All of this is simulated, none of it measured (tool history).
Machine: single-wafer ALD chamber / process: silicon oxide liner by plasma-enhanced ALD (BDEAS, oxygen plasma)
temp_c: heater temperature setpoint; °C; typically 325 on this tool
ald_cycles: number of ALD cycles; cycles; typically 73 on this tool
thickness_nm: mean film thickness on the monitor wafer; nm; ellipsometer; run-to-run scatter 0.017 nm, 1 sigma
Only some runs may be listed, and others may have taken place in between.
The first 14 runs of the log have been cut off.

run	hour	temp_c	ald_cycles	wafers since the last listed run	hours since the last thermocouple change	hours since the gauge calibration	read-back reference wafer on the same gauge, thickness_nm	thickness_nm
15	1185.9	325	73	337	205.6	1877.9	6.203	6.979
16	1250.9	325	73	212	270.6	1942.9	6.214	6.978
17	1290.1	338	61	128	309.8	1982.1	6.215	5.709
18	1372.0	325	82	268	391.7	2064.0	6.218	7.849
19	1438.3	311	65	217	458.0	2130.3	6.211	6.345
20	1541.7	318	61	338	561.4	2233.7	6.209	5.890
21	1610.3	316	73	224	630.0	2302.3	6.203	7.082
22	1687.3	331	82	252	707.0	2379.3	6.209	7.818
23	1739.5	325	73	170	759.2	2431.5	6.204	7.001
24	1817.2	316	85	254	836.9	2509.2	6.212	8.219
25	1909.3	325	73	301	929.0	2601.3	6.205	7.006
# hour 1949.9: gauge calibrated
26	2015.8	317	62	348	1035.5	65.9	6.207	6.007
27	2080.6	325	60	212	1100.3	130.7	6.208	5.737
28	2361.2	325	73	918	1380.9	411.3	6.206	7.013
29	2434.8	311	67	240	1454.5	484.9	6.210	6.596
30	2526.4	331	86	299	1546.1	576.5	6.206	8.191
31	2570.8	332	83	145	1590.5	620.9	6.214	7.903
32	2632.5	318	66	201	1652.2	682.6	6.207	6.442

Predict each of these 4 candidate next runs independently; none follows another, all start after run 32:
A	2633.0	325	73	1	1652.7	683.1	?	?
B	2633.0	325	59	1	1652.7	683.1	?	?
C	2633.0	332	61	1	1652.7	683.1	?	?
D	2633.0	317	65	1	1652.7	683.1	?	?

run	read-back reference wafer on the same gauge, thickness_nm	thickness_nm
A	6.217	7.024
B	6.217	5.677
C	6.217	5.805
D	6.217	6.333
The same runs, with their run-to-run variation unchanged, on a tool lacking any hidden condition would have given:
run	thickness_nm
A	6.973
B	5.635
C	5.762
D	6.287

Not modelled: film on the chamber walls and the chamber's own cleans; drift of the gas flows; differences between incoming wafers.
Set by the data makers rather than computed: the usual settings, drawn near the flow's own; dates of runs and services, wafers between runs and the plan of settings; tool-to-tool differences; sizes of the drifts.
